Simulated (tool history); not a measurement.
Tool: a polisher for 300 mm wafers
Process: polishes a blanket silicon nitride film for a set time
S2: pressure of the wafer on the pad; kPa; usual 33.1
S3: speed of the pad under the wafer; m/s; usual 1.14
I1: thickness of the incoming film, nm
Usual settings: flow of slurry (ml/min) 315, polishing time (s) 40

run 1 day=0.000 | flow_of_slurry_(ml/min)=315 S2=33.1 S3=1.14 polishing_time_(s)=40 | I1=361.3 | film_removed_(Å)=950
run 2 day=2.012 | flow_of_slurry_(ml/min)=315 S2=33.1 S3=1.14 polishing_time_(s)=40 | I1=364.2 | film_removed_(Å)=959
run 3 day=4.233 | flow_of_slurry_(ml/min)=315 S2=33.1 S3=1.14 polishing_time_(s)=40 | I1=355.6 | film_removed_(Å)=956
run 4 day=6.988 | flow_of_slurry_(ml/min)=315 S2=33.1 S3=1.14 polishing_time_(s)=40 | I1=363.5 | film_removed_(Å)=965
-- day=15.192 worn pad replaced by a new one
-- day=17.396 head pressure recalibrated
run 5 day=18.379 | flow_of_slurry_(ml/min)=230 S2=33.1 S3=1.14 polishing_time_(s)=47 | I1=361.8 | film_removed_(Å)=1021
run 6 day=20.012 | flow_of_slurry_(ml/min)=315 S2=33.1 S3=1.14 polishing_time_(s)=40 | I1=368.4 | film_removed_(Å)=871
-- day=23.696 slurry nozzle cleaned
run 7 day=24.154 | flow_of_slurry_(ml/min)=315 S2=33.1 S3=1.14 polishing_time_(s)=40 | I1=358.1 | film_removed_(Å)=915
run 8 day=27.462 | flow_of_slurry_(ml/min)=315 S2=33.1 S3=1.14 polishing_time_(s)=40 | I1=359.6 | film_removed_(Å)=893
run 9 day=29.954 | flow_of_slurry_(ml/min)=315 S2=33.1 S3=1.14 polishing_time_(s)=47 | I1=354.7 | film_removed_(Å)=1089
run 10 day=33.421 | flow_of_slurry_(ml/min)=315 S2=33.1 S3=1.14 polishing_time_(s)=47 | I1=366.0 | film_removed_(Å)=1046
-- day=34.225 worn pad replaced by a new one
run 11 day=37.733 | flow_of_slurry_(ml/min)=315 S2=33.1 S3=1.14 polishing_time_(s)=47 | I1=364.7 | film_removed_(Å)=1071
run 12 day=39.662 | flow_of_slurry_(ml/min)=315 S2=33.1 S3=0.86 polishing_time_(s)=40 | I1=363.6 | film_removed_(Å)=761
run 13 day=42.658 | flow_of_slurry_(ml/min)=315 S2=33.1 S3=0.86 polishing_time_(s)=40 | I1=358.6 | film_removed_(Å)=727
run 14 day=46.167 | flow_of_slurry_(ml/min)=315 S2=33.1 S3=1.14 polishing_time_(s)=49 | I1=354.3 | film_removed_(Å)=1179
run 15 day=50.050 | flow_of_slurry_(ml/min)=315 S2=33.1 S3=1.14 polishing_time_(s)=40 | I1=363.4 | film_removed_(Å)=966
-- day=52.158 worn pad replaced by a new one
run 16 day=52.404 | flow_of_slurry_(ml/min)=315 S2=33.1 S3=0.74 polishing_time_(s)=40 | I1=366.2 | film_removed_(Å)=687
-- day=53.792 head pressure recalibrated
run 17 day=55.933 | flow_of_slurry_(ml/min)=315 S2=43.4 S3=1.46 polishing_time_(s)=40 | I1=352.1 | film_removed_(Å)=1414
run 18 day=59.671 | flow_of_slurry_(ml/min)=355 S2=38.6 S3=1.14 polishing_time_(s)=40 | I1=361.4 | film_removed_(Å)=1061
-- day=60.396 slurry nozzle cleaned
run 19 day=63.908 | flow_of_slurry_(ml/min)=315 S2=33.1 S3=1.14 polishing_time_(s)=40 | I1=360.9 | film_removed_(Å)=883
run 20 day=66.388 | flow_of_slurry_(ml/min)=285 S2=40.0 S3=0.84 polishing_time_(s)=40 | I1=364.8 | film_removed_(Å)=846
run 21 day=69.596 | flow_of_slurry_(ml/min)=315 S2=33.1 S3=1.28 polishing_time_(s)=44 | I1=361.4 | film_removed_(Å)=1106
-- day=70.883 worn pad replaced by a new one
run 22 day=73.038 | flow_of_slurry_(ml/min)=360 S2=33.1 S3=1.14 polishing_time_(s)=51 | I1=355.8 | film_removed_(Å)=1228
run 23 day=75.467 | flow_of_slurry_(ml/min)=350 S2=33.1 S3=1.14 polishing_time_(s)=40 | I1=361.7 | film_removed_(Å)=953

Forecast run 24:
run 24 day=78.062 | flow_of_slurry_(ml/min)=315 S2=33.1 S3=1.14 polishing_time_(s)=40 | I1=361.5 | film_removed_(Å)=?

{"run 24": {"film removed (Å)": 926}}
Without the tool's hidden state the same run would have given film removed (Å) 892.
